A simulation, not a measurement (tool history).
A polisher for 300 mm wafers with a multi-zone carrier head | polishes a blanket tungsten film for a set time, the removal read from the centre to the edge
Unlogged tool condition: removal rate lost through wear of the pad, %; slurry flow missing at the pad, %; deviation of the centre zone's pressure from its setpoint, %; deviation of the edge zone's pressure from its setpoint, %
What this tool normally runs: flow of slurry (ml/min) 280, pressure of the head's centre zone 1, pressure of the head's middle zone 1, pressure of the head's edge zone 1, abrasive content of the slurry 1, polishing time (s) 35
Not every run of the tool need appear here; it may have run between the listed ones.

run   hour  flow of slurry (ml/min)  pressure of the head's centre zone  pressure of the head's middle zone  pressure of the head's edge zone  abrasive content of the slurry  polishing time (s)  wafers since the last listed run  wafers polished on this pad  hours since the slurry nozzle was cleaned  hours since the centre zone pressure was calibrated  hours since the edge zone pressure was calibrated  hours since the carrier head's membrane was replaced  incoming thickness of the incoming film, nm  film removed at the wafer's centre (Å)  film removed at mid-radius (Å)  film removed at the wafer's edge (Å)
  1      0                      280                                   1                                1.03                                 1                            1.25                  35                                 0                          735                                       83.1                                                896.4                                              822.8                                                1371.8                                        646.3                                    2034                            2067                                  1979
       3.9  -- worn pad replaced by a new one
  2   13.8                      280                                   1                                1.03                                 1                            1.25                  35                                89                           89                                       96.9                                                910.2                                              836.6                                                1385.6                                        645.2                                    2173                            2153                                  2164
  3   38.8                      280                                   1                                1.06                                 1                             0.8                  35                               226                          316                                      121.9                                                935.2                                              861.6                                                1410.6                                        658.3                                    1902                            1964                                  1875
  4   60.3                      280                                   1                                1.06                                 1                             0.8                  35                               195                          511                                      143.4                                                956.7                                              883.1                                                1432.1                                        641.7                                    1864                            1933                                  1834
  5   74.9                      280                                   1                                1.06                                 1                             0.8                  35                               132                          644                                        158                                                971.3                                              897.7                                                1446.7                                        647.9                                    1842                            1936                                  1837
      95.5  -- worn pad replaced by a new one
  6     96                      280                                   1                                   1                                 1                               1                  35                               155                            4                                      179.1                                                992.4                                              918.8                                                1467.8                                        659.9                                    2163                            2141                                  2107
  7  113.6                      280                                   1                                   1                                 1                               1                  35                               159                          164                                      196.7                                                 1010                                              936.4                                                1485.4                                        647.9                                    2068                            2032                                  2065
  8  128.3                      280                                   1                                   1                                 1                               1                  35                               133                          297                                      211.4                                               1024.7                                              951.1                                                1500.1                                        651.9                                    1996                            2007                                  1965
  9  146.3                      280                                   1                                   1                                 1                               1                  35                               163                          460                                      229.4                                               1042.7                                              969.1                                                1518.1                                        657.2                                    1991                            1991                                  1949
     160.4  -- edge zone pressure recalibrated
 10  166.5                      280                                   1                                   1                                 1                               1                  35                               165                          626                                      249.6                                               1062.9                                                6.1                                                1538.3                                        649.4                                    1949                            1901                                  1928
     169.4  -- slurry nozzle cleaned
     177.1  -- worn pad replaced by a new one
     199.2  -- carrier head's membrane replaced by a new one
 11  200.2                      280                                   1                                   1                                 1                               1                  35                               215                          164                                       30.8                                               1096.6                                               39.8                                                     1                                        638.4                                    2016                            1982                                  2011
 12  226.4                      280                                   1                                   1                              1.08                             1.1                  29                               237                          402                                         57                                               1122.8                                                 66                                                  27.2                                        643.5                                    1664                            1624                                  1674
 13  241.7                      280                                1.12                                0.93                                 1                               1                  35                               138                          541                                       72.3                                               1138.1                                               81.3                                                  42.5                                        664.3                                    2169                            1810                                  1910
     264.8  -- worn pad replaced by a new one
 14  265.3                      280                                   1                                0.96                               0.9                            1.25                  43                               177                            4                                       95.9                                               1161.7                                              104.9                                                  66.1                                        652.1                                    2806                            2630                                  2668
     274.4  -- centre zone pressure recalibrated
 15  298.5                      245                                   1                                   1                                 1                               1                  35                               283                          287                                      129.1                                                 24.1                                              138.1                                                  99.3                                        649.7                                    2012                            1975                                  1976
 16  312.7                      280                                1.12                                0.93                                 1                               1                  35                               128                          416                                      143.3                                                 38.3                                              152.3                                                 113.5                                          638                                    2225                            1861                                  1953
 17  326.9                      200                                   1                                   1                              0.96                               1                  32                               128                          545                                      157.5                                                 52.5                                              166.5                                                 127.7                                        647.3                                    1753                            1721                                  1686
       341  -- worn pad replaced by a new one
 18    362                      240                                0.93                                   1                                 1                            1.25                  45                               282                          190                                      192.6                                                 87.6                                              201.6                                                 162.8                                        653.7                                    2572                            2734                                  2693

Predict the results of run 19:
 19  379.7                      280                                0.91                                   1                                 1                            0.75                  27                               160                          351                                      210.3                                                105.3                                              219.3                                                 180.5                                          652                                       ?                               ?                                     ?

{"run 19": {"film removed at the wafer's centre (Å)": 1334, "film removed at mid-radius (Å)": 1456, "film removed at the wafer's edge (Å)": 1430}}
Without the tool's hidden state the same run would have given film removed at the wafer's centre (Å) 1451, film removed at mid-radius (Å) 1583, film removed at the wafer's edge (Å) 1554.
